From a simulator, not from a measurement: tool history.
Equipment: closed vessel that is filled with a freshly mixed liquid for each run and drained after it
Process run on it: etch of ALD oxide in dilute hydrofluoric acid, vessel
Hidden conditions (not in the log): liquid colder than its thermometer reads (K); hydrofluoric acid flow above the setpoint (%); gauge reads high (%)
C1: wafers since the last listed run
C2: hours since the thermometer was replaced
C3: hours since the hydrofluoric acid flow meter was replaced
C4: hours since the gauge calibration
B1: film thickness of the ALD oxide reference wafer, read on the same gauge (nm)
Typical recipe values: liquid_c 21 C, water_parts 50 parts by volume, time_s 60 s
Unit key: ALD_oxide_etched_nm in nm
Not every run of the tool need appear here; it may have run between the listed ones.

run 1 hour=0 | liquid_c=21 water_parts=70 time_s=60 | C1=0 C2=110.7 C3=165.4 C4=1065.5 | B1=119.95 | ALD_oxide_etched_nm=11.92
run 2 hour=85.2 | liquid_c=21 water_parts=50 time_s=60 | C1=11497 C2=195.9 C3=250.6 C4=1150.7 | B1=120.01 | ALD_oxide_etched_nm=16.9
run 3 hour=158.2 | liquid_c=21 water_parts=50 time_s=60 | C1=9851 C2=268.9 C3=323.6 C4=1223.7 | B1=119.99 | ALD_oxide_etched_nm=16.94
run 4 hour=197.2 | liquid_c=18 water_parts=50 time_s=60 | C1=5263 C2=307.9 C3=362.6 C4=1262.7 | B1=120.05 | ALD_oxide_etched_nm=15.01
run 5 hour=280.4 | liquid_c=21 water_parts=50 time_s=60 | C1=11227 C2=391.1 C3=445.8 C4=1345.9 | B1=120.01 | ALD_oxide_etched_nm=16.84
run 6 hour=436.4 | liquid_c=21 water_parts=50 time_s=60 | C1=21052 C2=547.1 C3=601.8 C4=1501.9 | B1=120 | ALD_oxide_etched_nm=16.97
run 7 hour=490.2 | liquid_c=21 water_parts=50 time_s=60 | C1=7260 C2=600.9 C3=655.6 C4=1555.7 | B1=120.04 | ALD_oxide_etched_nm=16.61
-- hour=514.9 hydrofluoric acid flow meter replaced
run 8 hour=588.3 | liquid_c=21 water_parts=50 time_s=60 | C1=13103 C2=699 C3=73.4 C4=1653.8 | B1=120.01 | ALD_oxide_etched_nm=16.29
run 9 hour=640.8 | liquid_c=21 water_parts=50 time_s=60 | C1=7084 C2=751.5 C3=125.9 C4=1706.3 | B1=120.05 | ALD_oxide_etched_nm=16.67
run 10 hour=741.9 | liquid_c=21 water_parts=50 time_s=60 | C1=13643 C2=852.6 C3=227 C4=1807.4 | B1=119.98 | ALD_oxide_etched_nm=16.15
run 11 hour=806.1 | liquid_c=21 water_parts=50 time_s=60 | C1=8663 C2=916.8 C3=291.2 C4=1871.6 | B1=120 | ALD_oxide_etched_nm=16.36
run 12 hour=905.7 | liquid_c=17 water_parts=40 time_s=60 | C1=13440 C2=1016.4 C3=390.8 C4=1971.2 | B1=120.01 | ALD_oxide_etched_nm=17.29
run 13 hour=994.5 | liquid_c=17 water_parts=40 time_s=60 | C1=11983 C2=1105.2 C3=479.6 C4=2060 | B1=120.03 | ALD_oxide_etched_nm=17.24
run 14 hour=1066.3 | liquid_c=20 water_parts=50 time_s=60 | C1=9689 C2=1177 C3=551.4 C4=2131.8 | B1=120.02 | ALD_oxide_etched_nm=15.53
run 15 hour=1128.4 | liquid_c=20 water_parts=50 time_s=60 | C1=8380 C2=1239.1 C3=613.5 C4=2193.9 | B1=120 | ALD_oxide_etched_nm=15.45
-- hour=1137.5 hydrofluoric acid flow meter replaced
run 16 hour=1217.4 | liquid_c=20 water_parts=50 time_s=60 | C1=11875 C2=1328.1 C3=79.9 C4=2282.9 | B1=120.01 | ALD_oxide_etched_nm=15.41
run 17 hour=1255.5 | liquid_c=21 water_parts=50 time_s=60 | C1=5141 C2=1366.2 C3=118 C4=2321 | B1=119.99 | ALD_oxide_etched_nm=15.91
run 18 hour=1328.3 | liquid_c=21 water_parts=50 time_s=60 | C1=9824 C2=1439 C3=190.8 C4=2393.8 | B1=120.07 | ALD_oxide_etched_nm=15.95
run 19 hour=1406.8 | liquid_c=21 water_parts=50 time_s=60 | C1=10593 C2=1517.5 C3=269.3 C4=2472.3 | B1=120.01 | ALD_oxide_etched_nm=15.85

The next listed run, before its measurement:
run 20 hour=1511.5 | liquid_c=21 water_parts=50 time_s=60 | C1=14129 C2=1622.2 C3=374 C4=2577 | B1=? | ALD_oxide_etched_nm=?

{"run 20": {"B1": 120.01, "ALD_oxide_etched_nm": 15.88}}
With no hidden state in the tool, this same run would have given ALD_oxide_etched_nm 17.62 nm.
